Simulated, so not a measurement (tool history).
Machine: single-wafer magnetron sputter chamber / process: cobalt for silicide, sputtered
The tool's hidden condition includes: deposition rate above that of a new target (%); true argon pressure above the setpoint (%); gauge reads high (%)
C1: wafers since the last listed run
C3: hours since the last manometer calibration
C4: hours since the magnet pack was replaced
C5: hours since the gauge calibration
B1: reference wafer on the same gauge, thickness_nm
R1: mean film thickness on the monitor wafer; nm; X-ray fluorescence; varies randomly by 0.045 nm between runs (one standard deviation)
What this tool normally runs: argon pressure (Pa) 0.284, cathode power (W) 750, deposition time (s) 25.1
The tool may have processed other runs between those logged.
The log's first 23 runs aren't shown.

At hour 283.5: capacitance manometer re-zeroed and calibrated.
Run 24, hour 289.6: usual settings; C1 281; wafers on the sputter target 2851; C3 6.1; C4 217.9; C5 56.1; B1 13.107. Result: R1 10.662 nm.
Run 25, hour 306.4: usual settings but argon pressure (Pa) 0.337, cathode power (W) 600, deposition time (s) 28.8; C1 666; wafers on the sputter target 3517; C3 22.9; C4 234.7; C5 72.9; B1 13.1. Result: R1 9.776 nm.
Run 26, hour 320.1: usual settings but argon pressure (Pa) 0.327, cathode power (W) 850, deposition time (s) 23.1; C1 543; wafers on the sputter target 4061; C3 36.6; C4 248.4; C5 86.6; B1 13.104. Result: R1 11.055 nm.
Run 27, hour 336.3: usual settings but deposition time (s) 21.1; C1 642; wafers on the sputter target 4703; C3 52.8; C4 264.6; C5 102.8; B1 13.106. Result: R1 8.98 nm.
At hour 344.3: sputter target and shields replaced.
Run 28, hour 344.8: usual settings; C1 20; wafers on the sputter target 20; C3 61.3; C4 273.1; C5 111.3; B1 13.099. Result: R1 10.924 nm.
Run 29, hour 359.7: usual settings but cathode power (W) 700, deposition time (s) 20.9; C1 591; wafers on the sputter target 611; C3 76.2; C4 288; C5 126.2; B1 13.097. Result: R1 8.43 nm.
Run 30, hour 375.1: usual settings but cathode power (W) 600; C1 610; wafers on the sputter target 1222; C3 91.6; C4 303.4; C5 141.6; B1 13.099. Result: R1 8.637 nm.
Run 31, hour 384.1: usual settings but argon pressure (Pa) 0.332; C1 357; wafers on the sputter target 1579; C3 100.6; C4 312.4; C5 150.6; B1 13.093. Result: R1 10.547 nm.
Run 32, hour 396.2: usual settings but argon pressure (Pa) 0.217; C1 480; wafers on the sputter target 2059; C3 112.7; C4 324.5; C5 162.7; B1 13.085. Result: R1 10.953 nm.
Run 33, hour 405: usual settings but argon pressure (Pa) 0.327, cathode power (W) 850, deposition time (s) 23.1; C1 349; wafers on the sputter target 2408; C3 121.5; C4 333.3; C5 171.5; B1 13.104. Result: R1 11.074 nm.
Run 34, hour 422.2: usual settings but cathode power (W) 950, deposition time (s) 20.9; C1 682; wafers on the sputter target 3090; C3 138.7; C4 350.5; C5 188.7; B1 13.095. Result: R1 11.327 nm.
Run 35, hour 439.1: usual settings; C1 670; wafers on the sputter target 3761; C3 155.6; C4 367.4; C5 205.6; B1 13.093. Result: R1 10.679 nm.
Run 36, hour 446.7: usual settings but argon pressure (Pa) 0.212, cathode power (W) 650; C1 301; wafers on the sputter target 4062; C3 163.2; C4 375; C5 213.2; B1 13.086. Result: R1 9.362 nm.

Here are 3 independent what-if runs from the current tool condition. What would each one return?
Run A, hour 447.1: usual settings but cathode power (W) 850; C1 15; wafers on the sputter target 4078; C3 163.6; C4 375.4; C5 213.6; B1 ?. Result: R1 ?.
Run B, hour 447.1: usual settings but cathode power (W) 650, deposition time (s) 30.1; C1 15; wafers on the sputter target 4078; C3 163.6; C4 375.4; C5 213.6; B1 ?. Result: R1 ?.
Run C, hour 447.1: usual settings but argon pressure (Pa) 0.184; C1 15; wafers on the sputter target 4078; C3 163.6; C4 375.4; C5 213.6; B1 ?. Result: R1 ?.

run      B1      R1
  A  13.093   12.21
  B  13.093  11.216
  C  13.093  11.026
With no hidden state in the tool, these same runs would have given:
run      R1
  A   12.46
  B  11.445
  C  11.252
